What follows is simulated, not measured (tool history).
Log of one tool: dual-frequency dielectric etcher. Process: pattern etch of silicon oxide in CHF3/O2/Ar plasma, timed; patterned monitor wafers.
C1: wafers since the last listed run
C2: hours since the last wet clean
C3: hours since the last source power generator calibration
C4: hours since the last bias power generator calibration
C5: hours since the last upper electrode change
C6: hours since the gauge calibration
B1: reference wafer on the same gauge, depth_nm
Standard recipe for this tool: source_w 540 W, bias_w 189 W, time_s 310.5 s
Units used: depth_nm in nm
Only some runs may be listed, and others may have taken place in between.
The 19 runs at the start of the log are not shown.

run 20 day=48.921 | source_w=590 bias_w=159 time_s=310.5 | C1=220 C2=391.5 C3=581.3 C4=826.1 C5=591.3 C6=213.1 | B1=655.7 | depth_nm=545.1
run 21 day=51.058 | source_w=540 bias_w=163 time_s=400 | C1=211 C2=442.8 C3=632.6 C4=877.4 C5=642.6 C6=264.4 | B1=655.7 | depth_nm=678
run 22 day=52.888 | source_w=540 bias_w=189 time_s=310.5 | C1=180 C2=486.7 C3=676.5 C4=921.3 C5=686.5 C6=308.3 | B1=656.8 | depth_nm=566
-- day=54.029 wet clean of the chamber
run 23 day=55.021 | source_w=600 bias_w=163 time_s=310.5 | C1=111 C2=23.8 C3=727.7 C4=972.5 C5=737.7 C6=359.5 | B1=656.5 | depth_nm=553.3
run 24 day=57.025 | source_w=540 bias_w=189 time_s=310.5 | C1=197 C2=71.9 C3=775.8 C4=1020.6 C5=785.8 C6=407.6 | B1=656.2 | depth_nm=566.7
run 25 day=59.896 | source_w=540 bias_w=151 time_s=376.5 | C1=283 C2=140.8 C3=844.7 C4=1089.5 C5=854.7 C6=476.5 | B1=655.9 | depth_nm=612.9
run 26 day=61.779 | source_w=540 bias_w=168 time_s=351 | C1=186 C2=186 C3=889.9 C4=1134.7 C5=899.9 C6=521.7 | B1=655.8 | depth_nm=607.4
run 27 day=64.625 | source_w=470 bias_w=229 time_s=348.5 | C1=281 C2=254.3 C3=958.2 C4=1203 C5=968.2 C6=590 | B1=656.3 | depth_nm=650.3
run 28 day=65.879 | source_w=540 bias_w=189 time_s=310.5 | C1=123 C2=284.4 C3=988.3 C4=1233.1 C5=998.3 C6=620.1 | B1=656.3 | depth_nm=562.7
run 29 day=68.762 | source_w=540 bias_w=189 time_s=310.5 | C1=284 C2=353.6 C3=1057.5 C4=1302.3 C5=1067.5 C6=689.3 | B1=656 | depth_nm=560.2
-- day=76.538 wet clean of the chamber
run 30 day=76.708 | source_w=620 bias_w=143 time_s=370 | C1=686 C2=4.1 C3=1248.2 C4=1493 C5=1258.2 C6=880 | B1=656.5 | depth_nm=621.6

Below are 3 alternative next runs, each starting from the tool's condition after run 30. Predict each:
run A day=76.729 | source_w=540 bias_w=189 time_s=310.5 | C1=2 C2=4.6 C3=1248.7 C4=1493.5 C5=1258.7 C6=880.5 | B1=? | depth_nm=?
run B day=76.729 | source_w=540 bias_w=230 time_s=389 | C1=2 C2=4.6 C3=1248.7 C4=1493.5 C5=1258.7 C6=880.5 | B1=? | depth_nm=?
run C day=76.729 | source_w=630 bias_w=189 time_s=310.5 | C1=2 C2=4.6 C3=1248.7 C4=1493.5 C5=1258.7 C6=880.5 | B1=? | depth_nm=?

run=A B1=655.7 depth_nm=564.3
run=B B1=655.7 depth_nm=775
run=C B1=655.7 depth_nm=601.5
Take away the tool's hidden state, keep each run's random variation, and the runs would have read:
run=A depth_nm=570.3
run=B depth_nm=783.4
run=C depth_nm=607.9
